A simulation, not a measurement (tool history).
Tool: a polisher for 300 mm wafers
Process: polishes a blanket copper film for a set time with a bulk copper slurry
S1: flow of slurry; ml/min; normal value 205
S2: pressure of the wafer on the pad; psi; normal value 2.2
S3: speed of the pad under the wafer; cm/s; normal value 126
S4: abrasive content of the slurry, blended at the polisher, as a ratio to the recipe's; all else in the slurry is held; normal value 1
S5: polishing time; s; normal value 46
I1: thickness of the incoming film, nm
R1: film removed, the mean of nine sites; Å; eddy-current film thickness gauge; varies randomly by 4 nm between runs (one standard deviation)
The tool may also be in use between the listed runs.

run,hour,S1,S2,S3,S4,S5,I1,R1
1,0,205,2.2,108,1,46,3176.3,3003
2,58.1,205,2.2,126,0.9,40,3235.2,3131
3,112.4,205,2.2,142,1,56,3205.4,4762
4,138.5,205,2.2,142,1,56,3236.5,4658
5,179.3,205,2.2,126,1,46,3247.4,3261
6,213.3,205,2.2,126,1,46,3224.1,3204
7,282.1,205,2.2,126,1,46,3186.7,3650
8,316.1,205,2.4,126,1,46,3177.5,3899
9,372,205,2.2,126,1,46,3225.3,3486
10,518,205,2.2,126,1,46,3219.8,3731
11,567.6,205,2.2,126,1,46,3207,3582
12,624.9,205,1.9,126,1,46,3155.8,2971
13,660.1,205,2.2,126,1,46,3189.1,3327
14,691.9,205,2.2,126,0.75,32,3235.8,2255
15,729.3,205,2.2,126,1.3,46,3188.4,3867
16,754.7,205,2.6,90,0.75,46,3198.4,3001
17,817.6,205,1.6,126,1,34,3153,1862
18,994,205,2.2,126,1,46,3187.5,3692
19,1036.7,205,2.2,126,1,46,3200.6,3464
20,1063.3,180,2.2,126,1,59,3214.6,4281
21,1118.5,205,2.5,126,0.7,46,3186.3,3611
22,1161,205,2.2,126,1,46,3237.6,3201

The log once held 15 entries between its listed runs, left out of this copy. Where does each go, and what is different about the tool's unlogged condition between the listed run before it and the listed run after it?
Runs 1 to 2: slurry blender recalibrated (hour 21.5); slurry nozzle cleaned (hour 56.7)
  removal rate lost through wear of the pad, %: 1.2 -> 4.21; abrasive missing from the slurry, %: 38 -> 12.8
  what was measured, less what the result would be without the hidden state, R1: -212 -> -194 Å
Runs 2 to 3: head pressure recalibrated (hour 70.6)
  removal rate lost through wear of the pad, %: 4.21 -> 7.01; abrasive missing from the slurry, %: 12.8 -> 20.9
  what was measured, less what the result would be without the hidden state, R1: -194 -> -511 Å
Runs 6 to 7: worn pad replaced by a new one (hour 231.7); slurry blender recalibrated (hour 239)
  removal rate lost through wear of the pad, %: 12.2 -> 2.92; abrasive missing from the slurry, %: 36.1 -> 7.97
  what was measured, less what the result would be without the hidden state, R1: -645 -> -151 Å
Runs 9 to 10: slurry nozzle cleaned (hour 441.4); slurry blender recalibrated (hour 464.8); worn pad replaced by a new one (hour 479.6)
  removal rate lost through wear of the pad, %: 7.57 -> 2.02; abrasive missing from the slurry, %: 21.5 -> 8.32
  what was measured, less what the result would be without the hidden state, R1: -400 -> -120 Å
Runs 13 to 14: slurry blender recalibrated (hour 664.3)
  removal rate lost through wear of the pad, %: 9.36 -> 11; abrasive missing from the slurry, %: 29.7 -> 5.78
  what was measured, less what the result would be without the hidden state, R1: -504 -> -298 Å
Runs 14 to 15: head pressure recalibrated (hour 725.7); worn pad replaced by a new one (hour 728.8)
  removal rate lost through wear of the pad, %: 11 -> 0.137; abrasive missing from the slurry, %: 5.78 -> 11.4
  what was measured, less what the result would be without the hidden state, R1: -298 -> -68 Å
Runs 16 to 17: slurry nozzle cleaned (hour 790.1)
  removal rate lost through wear of the pad, %: 1.45 -> 4.7; abrasive missing from the slurry, %: 15.2 -> 24.7
  what was measured, less what the result would be without the hidden state, R1: -108 -> -162 Å
Runs 17 to 18: slurry blender recalibrated (hour 920.3); worn pad replaced by a new one (hour 941.9)
  removal rate lost through wear of the pad, %: 4.7 -> 2.72; abrasive missing from the slurry, %: 24.7 -> 16.1
  what was measured, less what the result would be without the hidden state, R1: -162 -> -188 Å
Runs 21 to 22: slurry nozzle cleaned (hour 1155.2)
  removal rate lost through wear of the pad, %: 9.15 -> 11.3; abrasive missing from the slurry, %: 34.9 -> 41.3
  what was measured, less what the result would be without the hidden state, R1: -566 -> -639 Å
